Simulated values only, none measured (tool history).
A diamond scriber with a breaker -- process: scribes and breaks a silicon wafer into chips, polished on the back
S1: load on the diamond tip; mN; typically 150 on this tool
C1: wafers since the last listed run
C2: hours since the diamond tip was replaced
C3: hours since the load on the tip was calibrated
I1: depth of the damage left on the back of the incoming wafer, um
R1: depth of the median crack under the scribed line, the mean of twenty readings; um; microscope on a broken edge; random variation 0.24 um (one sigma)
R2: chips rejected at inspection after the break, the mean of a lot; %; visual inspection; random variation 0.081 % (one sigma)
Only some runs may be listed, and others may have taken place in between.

run   hour   S1   C1     C2     C3    I1     R1    R2
  1      0  150    0  264.9    138  0.02  11.52  2.56
  2   16.3  150   51  281.2  154.3  0.02  11.12  2.78
  3   33.3  150   53  298.2  171.3  0.04   11.7  2.55
  4   44.1  150   34    309  182.1  0.01  11.41  2.66
  5   55.9  150   37  320.8  193.9  0.03  11.14  2.92
  6   62.2  150   19  327.1  200.2  0.05  11.06  2.86
  7   75.8  150   42  340.7  213.8  0.03  11.22  3.23
  8   82.9  128   22  347.8  220.9  0.02  10.46  5.15
  9   91.6  128   27  356.5  229.6  0.02  10.39   5.3
 10  101.6  128   31  366.5  239.6  0.05   10.3  5.29
 11  118.2  150   52  383.1  256.2  0.05  11.22  3.51
 12    130  150   37  394.9    268  0.03  10.69  3.85
 13  143.5  150   42  408.4  281.5  0.05  10.89  4.02
 14  195.3  150  163  460.2  333.3  0.05  10.66  4.78
 15  207.6  150   38  472.5  345.6  0.03  10.55  4.85
 16  225.1  150   55    490  363.1  0.04  10.54  4.95
 17  235.2  125   31  500.1  373.2  0.03   9.88  8.44
 18  246.7  170   36  511.6  384.7  0.04  10.89  3.51
 19  255.1  166   26    520  393.1  0.04  11.21  3.86
     272.1  -- diamond tip replaced by a new one
 20  272.8  128   49    0.7  410.8  0.04  11.92  2.65
 21  280.3  150   23    8.2  418.3  0.02  11.62  1.62
 22  295.1  194   46     23  433.1  0.04  13.47  1.75
     306.3  -- load on the tip recalibrated
 23  310.9  112   43   38.8    4.6  0.03   11.2  4.06
 24  324.7  174   43   52.6   18.4  0.01  13.06  1.48
 25  334.1  150   29     62   27.8  0.04  11.74  1.69
 26  350.4  150   51   78.3   44.1  0.04     12  2.03
 27  357.5  150   22   85.4   51.2  0.03  11.81  1.87
 28  368.6  150   35   96.5   62.3  0.04  11.91  2.06
 29    378  171   29  105.9   71.7  0.05  12.44  1.45
 30  389.2  162   35  117.1   82.9  0.03  12.23  1.52
 31  400.9  135   36  128.8   94.6  0.04  11.47  3.06
 32  408.6  174   24  136.5  102.3  0.05     12  1.51

Branching from run 32: 3 alternative next runs. What would each branch give?
  A  409.2  138   1  137.1  102.9  0.05   ?   ?
  B  409.2  180   1  137.1  102.9  0.05   ?   ?
  C  409.2  175   1  137.1  102.9  0.05   ?   ?

run     R1    R2
  A  11.19   2.9
  B  12.44   1.5
  C  12.29  1.54
With the hidden condition removed and each run's random variation left untouched, the same runs would have given:
run     R1    R2
  A  12.13  1.61
  B  13.48   2.1
  C  13.32  1.92
